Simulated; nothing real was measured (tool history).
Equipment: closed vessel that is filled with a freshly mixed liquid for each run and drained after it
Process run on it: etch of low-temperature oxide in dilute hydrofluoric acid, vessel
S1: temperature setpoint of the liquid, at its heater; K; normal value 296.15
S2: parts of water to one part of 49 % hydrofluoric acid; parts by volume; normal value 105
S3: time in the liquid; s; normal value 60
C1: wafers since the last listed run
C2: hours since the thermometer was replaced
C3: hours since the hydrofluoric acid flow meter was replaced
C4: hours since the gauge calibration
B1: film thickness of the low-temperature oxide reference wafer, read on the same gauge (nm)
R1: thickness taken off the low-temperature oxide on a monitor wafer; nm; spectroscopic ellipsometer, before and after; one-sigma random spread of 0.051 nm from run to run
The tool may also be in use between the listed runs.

run,hour,S1,S2,S3,C1,C2,C3,C4,B1,R1
1,0,296.15,105,60,0,466.5,175.1,405.2,50,12.32
2,62.2,296.15,105,60,5933,528.7,237.3,467.4,50,12.34
3,147.3,296.15,105,60,8118,613.8,322.4,552.5,50,12.46
4,237.2,296.15,65,50,8576,703.7,412.3,642.4,49.99,17.48
# hour 265.5: hydrofluoric acid flow meter replaced
5,324.1,296.15,105,60,8195,790.6,58.6,729.3,50,12.3
# hour 419.6: gauge calibrated
6,425.9,296.15,105,60,9711,892.4,160.4,6.3,50.01,12.35
# hour 532.9: thermometer replaced
7,533.4,300.15,105,45,10160,0.5,267.9,113.8,49.97,11.04
8,591.5,300.15,105,45,5542,58.6,326,171.9,50,10.97
9,694.8,296.15,105,60,9854,161.9,429.3,275.2,49.98,12.58
10,734.7,296.15,105,60,3806,201.8,469.2,315.1,50.02,12.52
# hour 780.6: hydrofluoric acid flow meter replaced
11,805,292.65,155,30,6611,272.1,24.4,385.4,49.98,3.47
12,842.7,296.15,105,60,3596,309.8,62.1,423.1,50.01,12.45
13,941.9,299.15,105,85,9463,409,161.3,522.3,50,19.94
14,1029,297.65,150,60,8309,496.1,248.4,609.4,49.99,8.77
15,1090.3,298.65,105,85,5848,557.4,309.7,670.7,49.98,19.35
16,1145.5,292.15,75,60,5266,612.6,364.9,725.9,50.02,15.3
17,1194.5,294.65,105,45,4674,661.6,413.9,774.9,50,8.72
18,1243.9,294.65,140,50,4712,711,463.3,824.3,50.01,7.01

3 ways to go on from here, each from the tool as it stands after run 18. What would each give?
A,1244.6,296.15,105,60,66,711.7,464,825,?,?
B,1244.6,291.65,60,45,66,711.7,464,825,?,?
C,1244.6,296.15,105,35,66,711.7,464,825,?,?

run,B1,R1
A,50,12.41
B,50,14.25
C,50,7.24
Stripped of hidden state, with their random variation kept, the same runs would have yielded:
run,R1
A,12.57
B,14.44
C,7.33
